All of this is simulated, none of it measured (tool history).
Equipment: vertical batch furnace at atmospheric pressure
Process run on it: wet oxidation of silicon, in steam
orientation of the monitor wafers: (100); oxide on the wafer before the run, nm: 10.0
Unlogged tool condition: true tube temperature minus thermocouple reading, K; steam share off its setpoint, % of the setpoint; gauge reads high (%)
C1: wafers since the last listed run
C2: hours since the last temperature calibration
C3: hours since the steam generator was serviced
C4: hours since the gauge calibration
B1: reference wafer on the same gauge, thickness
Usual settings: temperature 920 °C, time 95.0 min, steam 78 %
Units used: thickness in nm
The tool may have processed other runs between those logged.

run 1 hour=0.0 | temperature=920 time=95.0 steam=78 | C1=0 C2=2720.2 C3=3227.4 C4=758.9 | B1=212.81 | thickness=245.77
run 2 hour=27.9 | temperature=920 time=95.0 steam=78 | C1=392 C2=2748.1 C3=3255.3 C4=786.8 | B1=213.19 | thickness=243.30
run 3 hour=41.8 | temperature=909 time=95.0 steam=78 | C1=195 C2=2762.0 C3=3269.2 C4=800.7 | B1=212.98 | thickness=217.32
run 4 hour=68.5 | temperature=909 time=95.0 steam=78 | C1=375 C2=2788.7 C3=3295.9 C4=827.4 | B1=213.33 | thickness=217.47
-- hour=117.8 thermocouples replaced and temperature profile calibrated
run 5 hour=148.6 | temperature=920 time=95.0 steam=78 | C1=789 C2=30.8 C3=3376.0 C4=907.5 | B1=212.71 | thickness=244.26
run 6 hour=162.4 | temperature=920 time=95.0 steam=78 | C1=194 C2=44.6 C3=3389.8 C4=921.3 | B1=213.10 | thickness=244.09
run 7 hour=176.7 | temperature=908 time=95.0 steam=78 | C1=201 C2=58.9 C3=3404.1 C4=935.6 | B1=212.52 | thickness=212.62
run 8 hour=193.2 | temperature=908 time=95.0 steam=78 | C1=232 C2=75.4 C3=3420.6 C4=952.1 | B1=212.95 | thickness=211.88
run 9 hour=221.2 | temperature=920 time=95.0 steam=75 | C1=393 C2=103.4 C3=3448.6 C4=980.1 | B1=212.78 | thickness=234.63
run 10 hour=246.5 | temperature=920 time=95.0 steam=75 | C1=355 C2=128.7 C3=3473.9 C4=1005.4 | B1=213.25 | thickness=234.63
run 11 hour=274.5 | temperature=920 time=60.5 steam=68 | C1=393 C2=156.7 C3=3501.9 C4=1033.4 | B1=213.03 | thickness=148.89
run 12 hour=301.4 | temperature=920 time=60.5 steam=68 | C1=378 C2=183.6 C3=3528.8 C4=1060.3 | B1=213.38 | thickness=149.09
run 13 hour=313.9 | temperature=920 time=60.5 steam=68 | C1=175 C2=196.1 C3=3541.3 C4=1072.8 | B1=212.95 | thickness=147.95
run 14 hour=340.2 | temperature=910 time=54.0 steam=87 | C1=370 C2=222.4 C3=3567.6 C4=1099.1 | B1=212.83 | thickness=148.37
run 15 hour=361.0 | temperature=929 time=95.0 steam=78 | C1=292 C2=243.2 C3=3588.4 C4=1119.9 | B1=213.03 | thickness=264.72
run 16 hour=384.8 | temperature=929 time=64.0 steam=78 | C1=334 C2=267.0 C3=3612.2 C4=1143.7 | B1=213.45 | thickness=192.20
run 17 hour=409.7 | temperature=920 time=95.0 steam=78 | C1=350 C2=291.9 C3=3637.1 C4=1168.6 | B1=212.86 | thickness=241.32
run 18 hour=427.4 | temperature=920 time=95.0 steam=78 | C1=249 C2=309.6 C3=3654.8 C4=1186.3 | B1=213.27 | thickness=239.08
run 19 hour=448.8 | temperature=912 time=124.0 steam=70 | C1=301 C2=331.0 C3=3676.2 C4=1207.7 | B1=212.98 | thickness=250.07
run 20 hour=472.5 | temperature=935 time=130.5 steam=78 | C1=333 C2=354.7 C3=3699.9 C4=1231.4 | B1=212.63 | thickness=355.31
run 21 hour=494.2 | temperature=920 time=95.0 steam=78 | C1=305 C2=376.4 C3=3721.6 C4=1253.1 | B1=213.56 | thickness=239.20
run 22 hour=527.2 | temperature=920 time=95.0 steam=78 | C1=464 C2=409.4 C3=3754.6 C4=1286.1 | B1=212.91 | thickness=238.56
-- hour=598.5 gauge calibrated
run 23 hour=606.9 | temperature=913 time=95.0 steam=84 | C1=1121 C2=489.1 C3=3834.3 C4=8.4 | B1=213.28 | thickness=235.34
-- hour=661.2 steam generator serviced
run 24 hour=661.7 | temperature=920 time=95.0 steam=78 | C1=433 C2=543.9 C3=0.5 C4=63.2 | B1=212.96 | thickness=254.46
run 25 hour=667.8 | temperature=936 time=55.0 steam=82 | C1=85 C2=550.0 C3=6.6 C4=69.3 | B1=213.18 | thickness=200.77
run 26 hour=744.4 | temperature=920 time=95.0 steam=78 | C1=1077 C2=626.6 C3=83.2 C4=145.9 | B1=212.51 | thickness=253.93
run 27 hour=776.0 | temperature=920 time=130.0 steam=78 | C1=444 C2=658.2 C3=114.8 C4=177.5 | B1=212.85 | thickness=327.08
run 28 hour=799.7 | temperature=929 time=82.0 steam=69 | C1=333 C2=681.9 C3=138.5 C4=201.2 | B1=212.85 | thickness=224.99
run 29 hour=823.7 | temperature=920 time=120.0 steam=78 | C1=337 C2=705.9 C3=162.5 C4=225.2 | B1=213.37 | thickness=307.73
run 30 hour=857.8 | temperature=920 time=95.0 steam=78 | C1=479 C2=740.0 C3=196.6 C4=259.3 | B1=212.85 | thickness=252.75
run 31 hour=872.9 | temperature=920 time=138.5 steam=85 | C1=212 C2=755.1 C3=211.7 C4=274.4 | B1=213.38 | thickness=368.48
run 32 hour=898.2 | temperature=920 time=66.5 steam=67 | C1=355 C2=780.4 C3=237.0 C4=299.7 | B1=212.94 | thickness=168.18
run 33 hour=912.0 | temperature=920 time=65.0 steam=78 | C1=194 C2=794.2 C3=250.8 C4=313.5 | B1=212.96 | thickness=187.03
run 34 hour=939.0 | temperature=904 time=95.0 steam=78 | C1=379 C2=821.2 C3=277.8 C4=340.5 | B1=212.93 | thickness=213.45
run 35 hour=964.5 | temperature=920 time=95.0 steam=78 | C1=358 C2=846.7 C3=303.3 C4=366.0 | B1=213.06 | thickness=251.73
run 36 hour=992.0 | temperature=943 time=107.5 steam=87 | C1=386 C2=874.2 C3=330.8 C4=393.5 | B1=212.94 | thickness=377.29
run 37 hour=1004.8 | temperature=920 time=95.0 steam=84 | C1=180 C2=887.0 C3=343.6 C4=406.3 | B1=212.99 | thickness=270.40

Alternative continuations, all from the tool just after run 37; predict every row:
run A hour=1011.0 | temperature=898 time=95.0 steam=78 | C1=87 C2=893.2 C3=349.8 C4=412.5 | B1=? | thickness=?
run B hour=1011.0 | temperature=927 time=95.0 steam=78 | C1=87 C2=893.2 C3=349.8 C4=412.5 | B1=? | thickness=?
run C hour=1011.0 | temperature=896 time=52.5 steam=90 | C1=87 C2=893.2 C3=349.8 C4=412.5 | B1=? | thickness=?
run D hour=1011.0 | temperature=920 time=54.0 steam=88 | C1=87 C2=893.2 C3=349.8 C4=412.5 | B1=? | thickness=?
run E hour=1011.0 | temperature=906 time=95.0 steam=78 | C1=87 C2=893.2 C3=349.8 C4=412.5 | B1=? | thickness=?

run=A B1=213.05 thickness=197.47
run=B B1=213.05 thickness=273.11
run=C B1=213.05 thickness=131.51
run=D B1=213.05 thickness=177.44
run=E B1=213.05 thickness=218.49
Stripped of hidden state, with their random variation kept, the same runs would have yielded:
run=A thickness=200.91
run=B thickness=277.60
run=C thickness=133.83
run=D thickness=180.49
run=E thickness=222.23
